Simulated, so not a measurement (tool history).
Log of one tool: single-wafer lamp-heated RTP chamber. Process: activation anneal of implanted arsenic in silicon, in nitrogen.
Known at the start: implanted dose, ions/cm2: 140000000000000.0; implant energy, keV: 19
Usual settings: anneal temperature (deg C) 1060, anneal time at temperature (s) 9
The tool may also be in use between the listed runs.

run,hour,anneal temperature (deg C),anneal time at temperature (s),"read-back reference wafer on the same gauge, sheet resistance",sheet resistance of the implanted and annealed layer (ohm/square)
1,0,1079,9,455.14,562.54
2,12.1,1079,9,454.95,564.02
3,21.5,1069,9,454.94,566.11
4,28.3,1069,9,454.58,566.17
5,35.9,1081,8,454.84,563.17
6,52,1083,9,454.9,562.51
7,60.4,1083,9,455.23,562.35
# hour 65.2: gauge calibrated
8,72.5,1083,9,455.09,563.69
9,84.5,1060,11,454.85,565.56
10,99.3,1060,11,455.09,566.17
11,111.6,1060,7,454.92,569.19
12,122.6,1060,7,455.07,569.2
13,133.9,1060,7,454.84,567.35
# hour 154: pyrometer window cleaned and pyrometer calibrated
14,154.5,1060,9,455.03,566.63
15,159.7,1045,7,455,569.9
16,170.7,1060,9,454.62,567.36
17,186.5,1060,9,454.96,566.18
18,192.6,1060,13,455.14,565.6
19,203.6,1046,14,454.86,564.28
20,214.5,1060,9,455.07,566.55
21,229.9,1090,4,454.67,568.2
22,246.7,1074,9,455.34,563.75
23,255.7,1087,13,455,559.07
24,270.6,1060,14,454.88,563.76
25,279.3,1085,13,455.02,559.83
26,291.4,1079,9,455.23,563.1
27,306.4,1069,11,454.87,564.64
28,315,1046,9,455.32,566.78
29,321,1082,14,454.77,558.62
# hour 330.3: reflector plate cleaned
30,335.2,1069,6,455.09,569.09
31,347,1074,9,454.8,564.36
# hour 347.1: gauge calibrated
32,356.8,1060,5,455.15,571.86
33,405.3,1075,12,454.81,562.55
34,416.8,1084,12,455.12,561.25
35,425.3,1060,12,455.26,565.43
36,435.2,1081,8,454.97,564.37
37,453.2,1074,9,455.21,564.59

Forecast each of these 4 alternatives for the next run:
A,453.6,1084,9,?,?
B,453.6,1043,5,?,?
C,453.6,1060,4,?,?
D,453.6,1046,13,?,?

run,"read-back reference wafer on the same gauge, sheet resistance",sheet resistance of the implanted and annealed layer (ohm/square)
A,454.82,563.94
B,454.82,573.28
C,454.82,572.87
D,454.82,567.77
Without the tool's hidden state the same runs would have given:
run,sheet resistance of the implanted and annealed layer (ohm/square)
A,563.94
B,573.28
C,572.87
D,567.77

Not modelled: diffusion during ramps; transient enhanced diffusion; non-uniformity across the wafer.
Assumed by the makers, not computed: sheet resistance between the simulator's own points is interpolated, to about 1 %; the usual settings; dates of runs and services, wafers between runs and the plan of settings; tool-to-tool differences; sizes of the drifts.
